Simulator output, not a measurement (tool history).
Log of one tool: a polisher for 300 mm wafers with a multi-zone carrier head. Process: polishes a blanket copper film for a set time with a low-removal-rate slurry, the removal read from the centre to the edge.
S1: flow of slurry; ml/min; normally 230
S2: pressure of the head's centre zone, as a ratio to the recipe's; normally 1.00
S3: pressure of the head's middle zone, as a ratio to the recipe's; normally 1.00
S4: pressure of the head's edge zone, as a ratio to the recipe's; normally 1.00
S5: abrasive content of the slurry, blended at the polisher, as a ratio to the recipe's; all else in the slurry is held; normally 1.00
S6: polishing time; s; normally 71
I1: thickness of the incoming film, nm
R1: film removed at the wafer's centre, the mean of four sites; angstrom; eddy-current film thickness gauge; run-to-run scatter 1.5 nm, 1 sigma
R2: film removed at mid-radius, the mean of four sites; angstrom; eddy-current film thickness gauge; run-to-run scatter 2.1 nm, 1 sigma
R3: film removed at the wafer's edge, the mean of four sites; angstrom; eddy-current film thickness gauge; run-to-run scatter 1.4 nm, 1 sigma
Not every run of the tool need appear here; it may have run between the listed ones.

run,day,S1,S2,S3,S4,S5,S6,I1,R1,R2,R3
1,0.000,230,0.94,1.00,1.00,1.00,71,756.7,1714,1849,1834
2,1.012,230,1.00,1.00,1.04,1.00,71,744.5,1780,1844,1863
3,1.692,230,1.00,1.00,1.04,1.00,71,763.6,1773,1836,1846
4,2.450,230,1.00,1.00,1.04,1.00,71,746.1,1782,1829,1812
5,3.433,230,1.00,1.00,1.00,1.00,71,763.0,1752,1806,1771
6,4.112,230,1.00,1.00,1.00,1.00,71,750.1,1777,1783,1776
# day 4.996: centre zone pressure recalibrated
# day 5.333: carrier head's membrane replaced by a new one
7,5.354,230,1.00,1.00,1.00,1.00,71,745.1,1712,1722,1734
# day 6.133: slurry nozzle cleaned
# day 6.288: edge zone pressure recalibrated
8,6.308,230,1.00,1.00,1.00,1.00,71,739.7,1726,1747,1724
9,7.212,230,1.12,0.88,1.00,1.10,48,747.9,1317,1086,1205
# day 7.967: worn pad replaced by a new one
10,8.650,230,1.00,1.00,0.89,0.80,71,741.7,1674,1744,1596
11,9.862,230,1.00,1.00,1.00,1.00,71,749.8,1813,1833,1843
12,10.950,230,0.90,1.00,1.00,0.85,50,749.4,1069,1218,1209
13,12.058,230,1.00,1.00,1.00,1.00,85,751.0,2136,2206,2170
14,12.704,175,1.00,1.00,1.03,1.00,71,741.9,1726,1749,1782
15,13.683,230,1.00,1.08,1.00,1.00,71,759.0,1741,1886,1773

Below are 3 alternative next runs, each starting from the tool's condition after run 15. Predict each:
A,13.700,160,1.00,1.00,1.00,1.00,71,756.6,?,?,?
B,13.700,165,1.04,1.00,1.00,1.00,93,756.6,?,?,?
C,13.700,230,1.00,0.96,1.04,1.00,71,756.6,?,?,?

run,R1,R2,R3
A,1710,1734,1738
B,2336,2277,2281
C,1766,1725,1811
Without the tool's unlogged condition, the same runs would have read:
run,R1,R2,R3
A,1821,1847,1851
B,2489,2425,2429
C,1881,1838,1929
